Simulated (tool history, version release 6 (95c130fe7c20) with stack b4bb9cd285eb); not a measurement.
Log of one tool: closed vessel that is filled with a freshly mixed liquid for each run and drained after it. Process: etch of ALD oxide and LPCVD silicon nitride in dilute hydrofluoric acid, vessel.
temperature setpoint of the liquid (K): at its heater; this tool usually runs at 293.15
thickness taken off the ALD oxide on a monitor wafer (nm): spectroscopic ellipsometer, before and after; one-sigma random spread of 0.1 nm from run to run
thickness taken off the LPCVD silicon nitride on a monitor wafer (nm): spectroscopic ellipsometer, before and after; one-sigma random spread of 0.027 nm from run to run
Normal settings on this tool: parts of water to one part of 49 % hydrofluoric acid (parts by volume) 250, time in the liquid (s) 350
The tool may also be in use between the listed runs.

run,hour,temperature setpoint of the liquid (K),parts of water to one part of 49 % hydrofluoric acid (parts by volume),time in the liquid (s),"read-back film thickness of the ALD oxide reference wafer, read on the same gauge (nm)","read-back film thickness of the LPCVD silicon nitride reference wafer, read on the same gauge (nm)",thickness taken off the ALD oxide on a monitor wafer (nm),thickness taken off the LPCVD silicon nitride on a monitor wafer (nm)
1,0.0,293.15,250,350,150.03,140.003,11.61,0.621
2,10.9,293.15,250,350,149.98,139.999,11.78,0.670
3,18.4,293.15,250,350,149.94,139.999,11.78,0.638
4,27.0,293.15,250,350,149.97,140.029,11.53,0.610
5,37.6,293.15,210,350,150.01,139.975,14.42,0.757
6,48.2,293.15,250,350,150.02,140.049,11.83,0.662
7,55.5,290.15,250,285,149.99,139.997,8.42,0.439
8,65.5,293.15,250,350,149.98,139.991,11.81,0.636
# hour 77.3: hydrofluoric acid flow meter replaced
# hour 91.4: gauge calibrated
9,92.5,293.15,250,350,149.95,140.013,11.63,0.622
10,108.7,293.15,365,555,149.98,140.016,11.46,0.704
11,123.2,297.65,360,350,149.99,139.976,8.62,0.543
12,135.1,290.65,375,235,149.95,140.007,4.29,0.228
13,148.5,293.15,250,405,150.01,139.991,13.35,0.730
14,159.5,293.15,250,350,149.95,139.996,11.59,0.623
15,170.1,293.15,250,350,149.96,140.016,11.81,0.649
# hour 180.8: thermometer replaced
16,181.4,291.15,340,505,150.02,140.009,10.68,0.595
17,190.7,293.15,250,350,149.97,139.997,11.56,0.646
18,201.1,296.65,165,440,150.00,140.020,27.72,1.478
19,212.3,293.15,250,445,149.99,140.006,14.79,0.811
20,226.3,293.15,250,350,150.04,139.988,11.72,0.633
21,242.4,293.15,250,435,149.97,139.964,14.37,0.807
22,251.3,293.15,250,350,150.02,139.998,11.61,0.658
23,267.6,291.65,175,545,149.98,140.017,26.20,1.132
24,278.1,293.15,250,450,149.97,139.966,14.66,0.815
25,294.4,294.65,335,485,149.99,139.998,11.87,0.680
26,309.4,295.15,165,445,150.00,140.025,26.27,1.426

Forecast each of these 4 alternatives for the next run:
A,310.1,290.15,250,350,?,?,?,?
B,310.1,297.15,250,350,?,?,?,?
C,310.1,291.65,250,540,?,?,?,?
D,310.1,293.15,210,480,?,?,?,?

run,"read-back film thickness of the ALD oxide reference wafer, read on the same gauge (nm)","read-back film thickness of the LPCVD silicon nitride reference wafer, read on the same gauge (nm)",thickness taken off the ALD oxide on a monitor wafer (nm),thickness taken off the LPCVD silicon nitride on a monitor wafer (nm)
A,150.02,140.004,10.36,0.505
B,150.02,140.004,13.45,0.791
C,150.02,140.004,16.94,0.859
D,150.02,140.004,19.71,0.997
Stripped of hidden state, with their random variation kept, the same runs would have yielded:
run,thickness taken off the ALD oxide on a monitor wafer (nm),thickness taken off the LPCVD silicon nitride on a monitor wafer (nm)
A,10.36,0.505
B,13.45,0.791
C,16.94,0.859
D,19.71,0.997

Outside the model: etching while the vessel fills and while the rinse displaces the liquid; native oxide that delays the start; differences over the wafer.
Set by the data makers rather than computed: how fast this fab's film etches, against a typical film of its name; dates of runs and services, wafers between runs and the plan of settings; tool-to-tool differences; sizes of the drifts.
